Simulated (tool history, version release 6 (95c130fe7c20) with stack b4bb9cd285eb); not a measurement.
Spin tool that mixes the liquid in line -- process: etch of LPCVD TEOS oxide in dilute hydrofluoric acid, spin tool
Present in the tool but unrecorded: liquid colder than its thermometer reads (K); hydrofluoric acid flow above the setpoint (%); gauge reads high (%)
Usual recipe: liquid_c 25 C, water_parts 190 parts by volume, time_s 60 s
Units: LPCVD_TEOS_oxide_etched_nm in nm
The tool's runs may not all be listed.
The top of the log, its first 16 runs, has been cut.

run     day  liquid_c  water_parts  time_s  wafers since the last listed run  hours since the thermometer was replaced  hours since the hydrofluoric acid flow meter was replaced  hours since the gauge calibration  read-back film thickness of the LPCVD TEOS oxide reference wafer, read on the same gauge (nm)  LPCVD_TEOS_oxide_etched_nm
 17  12.442      29.5          110      30                               182                                     103.4                                                      103.5                               49.8                                                                                         129.97                       19.43
 18  13.058        22          190      60                               166                                     118.2                                                      118.3                               64.6                                                                                            130                       15.39
 19  13.333        22          190      60                                74                                     124.8                                                      124.9                               71.2                                                                                            130                       15.36
 20  13.842      29.5          160      60                               137                                       137                                                      137.1                               83.4                                                                                            130                       24.96
 21  14.279        25          225      85                               118                                     147.5                                                      147.6                               93.9                                                                                         129.98                       19.82
 22    14.6      20.5          255      80                                86                                     155.2                                                      155.3                              101.6                                                                                         129.99                        13.5
 23  15.329        25          230      60                               197                                     172.7                                                      172.8                              119.1                                                                                         130.02                       13.78
 24  16.054        25          190      60                               196                                     190.1                                                      190.2                              136.5                                                                                         129.95                       17.52
 25  16.325      22.5          220      35                                73                                     196.6                                                      196.7                                143                                                                                         129.97                        7.78
 26  17.071        25          190      60                               201                                     214.5                                                      214.6                              160.9                                                                                         130.01                       17.36
 27  17.592      26.5          190      60                               140                                       227                                                      227.1                              173.4                                                                                         130.03                       18.09
 28  18.121        25          190      60                               143                                     239.7                                                      239.8                              186.1                                                                                         130.02                       17.14
 29  18.546        21          280      50                               114                                     249.9                                                        250                              196.3                                                                                         130.06                        7.84
 30  18.917        27          190      75                               100                                     258.8                                                      258.9                              205.2                                                                                         129.96                       23.43
 31  19.167        25          190      60                                67                                     264.8                                                      264.9                              211.2                                                                                            130                       17.46
 32  19.717        25          190      50                               148                                       278                                                      278.1                              224.4                                                                                         129.97                       14.56

Each row is a separate what-if for the run after 32, all from the same tool condition, not one after another. Results?
  A  19.733        25          190      60                                 4                                     278.4                                                      278.5                              224.8                                                                                              ?                           ?
  B  19.733      27.5          105      85                                 4                                     278.4                                                      278.5                              224.8                                                                                              ?                           ?
  C  19.733      29.5          120      90                                 4                                     278.4                                                      278.5                              224.8                                                                                              ?                           ?
  D  19.733        25          165      60                                 4                                     278.4                                                      278.5                              224.8                                                                                              ?                           ?
  E  19.733        25          190      90                                 4                                     278.4                                                      278.5                              224.8                                                                                              ?                           ?

run  read-back film thickness of the LPCVD TEOS oxide reference wafer, read on the same gauge (nm)  LPCVD_TEOS_oxide_etched_nm
  A                                                                                         130.06                       17.11
  B                                                                                         130.06                       53.28
  C                                                                                         130.06                        52.2
  D                                                                                         130.06                       20.25
  E                                                                                         130.06                       25.66
Without the tool's hidden state the same runs would have given:
run  LPCVD_TEOS_oxide_etched_nm
  A                       16.57
  B                        51.7
  C                       50.61
  D                       19.62
  E                       24.85
